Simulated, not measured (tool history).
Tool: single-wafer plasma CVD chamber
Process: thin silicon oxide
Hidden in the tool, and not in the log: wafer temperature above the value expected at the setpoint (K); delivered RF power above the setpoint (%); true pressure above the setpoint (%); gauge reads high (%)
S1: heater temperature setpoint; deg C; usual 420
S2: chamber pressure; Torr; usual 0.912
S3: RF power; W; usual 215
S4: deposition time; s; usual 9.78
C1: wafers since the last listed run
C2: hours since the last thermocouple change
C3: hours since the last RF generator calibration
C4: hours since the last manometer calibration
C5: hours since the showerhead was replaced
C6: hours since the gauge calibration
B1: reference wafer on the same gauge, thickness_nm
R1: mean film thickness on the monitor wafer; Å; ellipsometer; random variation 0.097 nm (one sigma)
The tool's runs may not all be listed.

{"run": 1, "hour": 0.0, "S1": 420, "S2": 0.743, "S3": 215, "S4": 9.78, "C1": 0, "C2": 1384.8, "C3": 555.7, "C4": 708.5, "C5": 4383.8, "C6": 2010.1, "B1": 18.902, "R1": 137.09}
{"run": 2, "hour": 87.9, "S1": 420, "S2": 0.912, "S3": 215, "S4": 9.78, "C1": 3327, "C2": 1472.7, "C3": 643.6, "C4": 796.4, "C5": 4471.7, "C6": 2098, "B1": 18.89, "R1": 170.14}
{"run": 3, "hour": 180.8, "S1": 420, "S2": 0.775, "S3": 245, "S4": 9.78, "C1": 3516, "C2": 1565.6, "C3": 736.5, "C4": 889.3, "C5": 4564.6, "C6": 2190.9, "B1": 18.923, "R1": 153.37}
{"run": 4, "hour": 236.7, "S1": 420, "S2": 0.775, "S3": 245, "S4": 9.78, "C1": 2116, "C2": 1621.5, "C3": 792.4, "C4": 945.2, "C5": 4620.5, "C6": 2246.8, "B1": 18.917, "R1": 153.92}
{"run": 5, "hour": 323.8, "S1": 420, "S2": 0.912, "S3": 215, "S4": 9.78, "C1": 3297, "C2": 1708.6, "C3": 879.5, "C4": 1032.3, "C5": 4707.6, "C6": 2333.9, "B1": 18.871, "R1": 169.17}
{"run": 6, "hour": 386.6, "S1": 420, "S2": 0.912, "S3": 215, "S4": 9.78, "C1": 2377, "C2": 1771.4, "C3": 942.3, "C4": 1095.1, "C5": 4770.4, "C6": 2396.7, "B1": 18.906, "R1": 170.46}
{"hour": 408.7, "done": "capacitance manometer re-zeroed and calibrated"}
{"run": 7, "hour": 496.7, "S1": 415, "S2": 1.047, "S3": 185, "S4": 9.78, "C1": 3865, "C2": 1881.5, "C3": 1052.4, "C4": 88, "C5": 4880.5, "C6": 2506.8, "B1": 18.887, "R1": 177.58}
{"run": 8, "hour": 570.8, "S1": 410, "S2": 0.912, "S3": 260, "S4": 10.4, "C1": 2805, "C2": 1955.6, "C3": 1126.5, "C4": 162.1, "C5": 4954.6, "C6": 2580.9, "B1": 18.903, "R1": 197.06}
{"run": 9, "hour": 624.9, "S1": 428, "S2": 0.912, "S3": 215, "S4": 8.22, "C1": 2047, "C2": 2009.7, "C3": 1180.6, "C4": 216.2, "C5": 5008.7, "C6": 2635, "B1": 18.887, "R1": 142.77}
{"run": 10, "hour": 681.9, "S1": 420, "S2": 1.048, "S3": 255, "S4": 9.78, "C1": 2157, "C2": 2066.7, "C3": 1237.6, "C4": 273.2, "C5": 5065.7, "C6": 2692, "B1": 18.91, "R1": 205.87}
{"run": 11, "hour": 785.0, "S1": 428, "S2": 0.993, "S3": 215, "S4": 9.08, "C1": 3902, "C2": 2169.8, "C3": 1340.7, "C4": 376.3, "C5": 5168.8, "C6": 2795.1, "B1": 18.878, "R1": 169.88}
{"run": 12, "hour": 860.0, "S1": 408, "S2": 0.912, "S3": 185, "S4": 9.78, "C1": 2839, "C2": 2244.8, "C3": 1415.7, "C4": 451.3, "C5": 5243.8, "C6": 2870.1, "B1": 18.898, "R1": 158.89}
{"run": 13, "hour": 963.6, "S1": 420, "S2": 0.912, "S3": 255, "S4": 9.78, "C1": 3921, "C2": 2348.4, "C3": 1519.3, "C4": 554.9, "C5": 5347.4, "C6": 2973.7, "B1": 18.885, "R1": 184.11}
{"hour": 1155.4, "done": "showerhead replaced"}
{"hour": 1195.2, "done": "thermocouple changed; heater temperature recalibrated"}
{"run": 14, "hour": 1279.0, "S1": 416, "S2": 0.988, "S3": 190, "S4": 9.78, "C1": 11333, "C2": 83.8, "C3": 1834.7, "C4": 870.3, "C5": 123.6, "C6": 3289.1, "B1": 18.925, "R1": 172.23}
{"run": 15, "hour": 1353.9, "S1": 420, "S2": 0.912, "S3": 185, "S4": 9.78, "C1": 2835, "C2": 158.7, "C3": 1909.6, "C4": 945.2, "C5": 198.5, "C6": 3364, "B1": 18.874, "R1": 157.51}
{"run": 16, "hour": 1433.3, "S1": 407, "S2": 0.912, "S3": 215, "S4": 8.62, "C1": 3005, "C2": 238.1, "C3": 1989, "C4": 1024.6, "C5": 277.9, "C6": 3443.4, "B1": 18.903, "R1": 150.92}
{"hour": 1459.3, "done": "RF generator calibrated"}
{"run": 17, "hour": 1499.7, "S1": 406, "S2": 0.912, "S3": 190, "S4": 9.78, "C1": 2210, "C2": 304.5, "C3": 40.4, "C4": 1091, "C5": 344.3, "C6": 3509.8, "B1": 18.9, "R1": 163.4}
{"hour": 1524.2, "done": "gauge calibrated"}
{"run": 18, "hour": 1552.7, "S1": 420, "S2": 0.834, "S3": 215, "S4": 9.78, "C1": 2006, "C2": 357.5, "C3": 93.4, "C4": 1144, "C5": 397.3, "C6": 28.5, "B1": 18.891, "R1": 156.5}
{"hour": 1578.0, "done": "capacitance manometer re-zeroed and calibrated"}
{"run": 19, "hour": 1644.6, "S1": 420, "S2": 0.912, "S3": 215, "S4": 9.78, "C1": 3176, "C2": 449.4, "C3": 185.3, "C4": 66.6, "C5": 489.2, "C6": 120.4, "B1": 18.897, "R1": 170.91}
{"run": 20, "hour": 1703.5, "S1": 420, "S2": 0.912, "S3": 215, "S4": 9.78, "C1": 2229, "C2": 508.3, "C3": 244.2, "C4": 125.5, "C5": 548.1, "C6": 179.3, "B1": 18.915, "R1": 169.33}
{"run": 21, "hour": 1801.8, "S1": 414, "S2": 0.854, "S3": 245, "S4": 9.78, "C1": 3721, "C2": 606.6, "C3": 342.5, "C4": 223.8, "C5": 646.4, "C6": 277.6, "B1": 18.902, "R1": 169.84}
{"run": 22, "hour": 1839.3, "S1": 420, "S2": 1.106, "S3": 180, "S4": 8.66, "C1": 1419, "C2": 644.1, "C3": 380, "C4": 261.3, "C5": 683.9, "C6": 315.1, "B1": 18.926, "R1": 162.54}
{"run": 23, "hour": 1900.4, "S1": 427, "S2": 1.105, "S3": 185, "S4": 11.67, "C1": 2312, "C2": 705.2, "C3": 441.1, "C4": 322.4, "C5": 745, "C6": 376.2, "B1": 18.887, "R1": 219.13}
{"run": 24, "hour": 1993.2, "S1": 420, "S2": 0.912, "S3": 215, "S4": 9.78, "C1": 3512, "C2": 798, "C3": 533.9, "C4": 415.2, "C5": 837.8, "C6": 469, "B1": 18.898, "R1": 172.32}
{"run": 25, "hour": 2064.5, "S1": 420, "S2": 0.912, "S3": 215, "S4": 9.78, "C1": 2699, "C2": 869.3, "C3": 605.2, "C4": 486.5, "C5": 909.1, "C6": 540.3, "B1": 18.908, "R1": 170.33}
{"run": 26, "hour": 2164.1, "S1": 420, "S2": 1.106, "S3": 180, "S4": 8.66, "C1": 3770, "C2": 968.9, "C3": 704.8, "C4": 586.1, "C5": 1008.7, "C6": 639.9, "B1": 18.91, "R1": 161.11}
{"run": 27, "hour": 2251.6, "S1": 420, "S2": 0.912, "S3": 215, "S4": 9.78, "C1": 3312, "C2": 1056.4, "C3": 792.3, "C4": 673.6, "C5": 1096.2, "C6": 727.4, "B1": 18.941, "R1": 170.82}
{"run": 28, "hour": 2310.4, "S1": 420, "S2": 0.912, "S3": 205, "S4": 9.78, "C1": 2225, "C2": 1115.2, "C3": 851.1, "C4": 732.4, "C5": 1155, "C6": 786.2, "B1": 18.876, "R1": 166.14}

The tool's hidden state at each run:
wafer temperature above the value expected at the setpoint (K): 0 in every run
delivered RF power above the setpoint (%): 0 in every run
true pressure above the setpoint (%): 0 in every run
gauge reads high (%): 0 in every run
